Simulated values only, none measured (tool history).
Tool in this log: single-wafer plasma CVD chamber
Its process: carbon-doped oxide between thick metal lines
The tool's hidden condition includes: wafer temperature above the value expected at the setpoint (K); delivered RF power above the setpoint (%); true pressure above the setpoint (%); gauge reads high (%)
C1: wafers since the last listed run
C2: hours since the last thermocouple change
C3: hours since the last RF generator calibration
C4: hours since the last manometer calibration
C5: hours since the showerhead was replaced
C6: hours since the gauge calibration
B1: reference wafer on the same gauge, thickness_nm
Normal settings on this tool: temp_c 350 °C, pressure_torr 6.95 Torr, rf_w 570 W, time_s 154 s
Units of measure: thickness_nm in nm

Run 1, day 0.000: usual settings but temp_c 355 °C; C1 0; C2 1408.5; C3 670.8; C4 1415.7; C5 4555.0; C6 4.2; B1 739.972. Result: thickness_nm 806.695 nm.
Run 2, day 1.792: usual settings but temp_c 355 °C; C1 432; C2 1451.5; C3 713.8; C4 1458.7; C5 4598.0; C6 47.2; B1 740.578. Result: thickness_nm 808.110 nm.
Run 3, day 4.512: usual settings but temp_c 355 °C; C1 656; C2 1516.8; C3 779.1; C4 1524.0; C5 4663.3; C6 112.5; B1 740.201. Result: thickness_nm 805.731 nm.
Run 4, day 5.929: usual settings; C1 341; C2 1550.8; C3 813.1; C4 1558.0; C5 4697.3; C6 146.5; B1 740.109. Result: thickness_nm 815.942 nm.
Run 5, day 7.992: usual settings; C1 497; C2 1600.3; C3 862.6; C4 1607.5; C5 4746.8; C6 196.0; B1 739.720. Result: thickness_nm 814.062 nm.
Run 6, day 10.729: usual settings; C1 660; C2 1666.0; C3 928.3; C4 1673.2; C5 4812.5; C6 261.7; B1 739.748. Result: thickness_nm 813.270 nm.
Run 7, day 13.312: usual settings; C1 623; C2 1728.0; C3 990.3; C4 1735.2; C5 4874.5; C6 323.7; B1 739.486. Result: thickness_nm 810.444 nm.
Run 8, day 14.342: usual settings; C1 248; C2 1752.7; C3 1015.0; C4 1759.9; C5 4899.2; C6 348.4; B1 740.141. Result: thickness_nm 812.144 nm.
At day 16.321: thermocouple changed; heater temperature recalibrated.
Run 9, day 16.342: usual settings; C1 402; C2 0.5; C3 1063.0; C4 1807.9; C5 4947.2; C6 396.4; B1 740.475. Result: thickness_nm 824.527 nm.
At day 17.738: showerhead replaced.
At day 18.325: RF generator calibrated.
Run 10, day 18.721: usual settings; C1 413; C2 57.6; C3 9.5; C4 1865.0; C5 23.6; C6 453.5; B1 739.917. Result: thickness_nm 838.817 nm.
At day 20.325: capacitance manometer re-zeroed and calibrated.
Run 11, day 21.429: usual settings; C1 573; C2 122.6; C3 74.5; C4 26.5; C5 88.6; C6 518.5; B1 739.569. Result: thickness_nm 833.996 nm.
Run 12, day 24.146: usual settings but temp_c 356 °C; C1 655; C2 187.8; C3 139.7; C4 91.7; C5 153.8; C6 583.7; B1 739.575. Result: thickness_nm 820.357 nm.
Run 13, day 26.446: usual settings; C1 555; C2 243.0; C3 194.9; C4 146.9; C5 209.0; C6 638.9; B1 739.775. Result: thickness_nm 838.238 nm.
At day 26.600: gauge calibrated.
Run 14, day 29.117: usual settings; C1 644; C2 307.1; C3 259.0; C4 211.0; C5 273.1; C6 60.4; B1 739.905. Result: thickness_nm 829.703 nm.
Run 15, day 31.321: usual settings but temp_c 338 °C, pressure_torr 5.59 Torr; C1 532; C2 360.0; C3 311.9; C4 263.9; C5 326.0; C6 113.3; B1 739.920. Result: thickness_nm 847.044 nm.
Run 16, day 32.358: usual settings but temp_c 345 °C, pressure_torr 5.80 Torr, rf_w 645 W, time_s 162 s; C1 250; C2 384.9; C3 336.8; C4 288.8; C5 350.9; C6 138.2; B1 739.763. Result: thickness_nm 928.602 nm.
Run 17, day 34.938: usual settings but pressure_torr 6.32 Torr, time_s 172 s; C1 622; C2 446.8; C3 398.7; C4 350.7; C5 412.8; C6 200.1; B1 740.308. Result: thickness_nm 914.097 nm.
Run 18, day 35.992: usual settings but rf_w 685 W; C1 254; C2 472.1; C3 424.0; C4 376.0; C5 438.1; C6 225.4; B1 740.445. Result: thickness_nm 908.684 nm.
Run 19, day 41.088: usual settings but pressure_torr 5.72 Torr; C1 1230; C2 594.4; C3 546.3; C4 498.3; C5 560.4; C6 347.7; B1 740.211. Result: thickness_nm 809.041 nm.
Run 20, day 43.517: usual settings but pressure_torr 5.79 Torr, time_s 136 s; C1 586; C2 652.7; C3 604.6; C4 556.6; C5 618.7; C6 406.0; B1 739.826. Result: thickness_nm 713.569 nm.
Run 21, day 46.100: usual settings; C1 623; C2 714.7; C3 666.6; C4 618.6; C5 680.7; C6 468.0; B1 739.691. Result: thickness_nm 824.024 nm.

Each row is a separate what-if for the run after 21, all from the same tool condition, not one after another. Results?
Run A, day 46.117: usual settings but time_s 164 s; C1 4; C2 715.1; C3 667.0; C4 619.0; C5 681.1; C6 468.4; B1 ?. Result: thickness_nm ?.
Run B, day 46.117: usual settings but temp_c 363 °C, pressure_torr 6.35 Torr, time_s 125 s; C1 4; C2 715.1; C3 667.0; C4 619.0; C5 681.1; C6 468.4; B1 ?. Result: thickness_nm ?.
Run C, day 46.117: usual settings but temp_c 359 °C, pressure_torr 6.24 Torr, rf_w 460 W, time_s 165 s; C1 4; C2 715.1; C3 667.0; C4 619.0; C5 681.1; C6 468.4; B1 ?. Result: thickness_nm ?.
Run D, day 46.117: usual settings but temp_c 346 °C, rf_w 670 W, time_s 184 s; C1 4; C2 715.1; C3 667.0; C4 619.0; C5 681.1; C6 468.4; B1 ?. Result: thickness_nm ?.

run       B1  thickness_nm
  A  740.143       875.581
  B  740.143       641.391
  C  740.143       765.308
  D  740.143      1077.062
The same runs, with their run-to-run variation unchanged, on a tool lacking any hidden condition would have given:
run  thickness_nm
  A       898.593
  B       657.607
  C       785.482
  D      1106.147
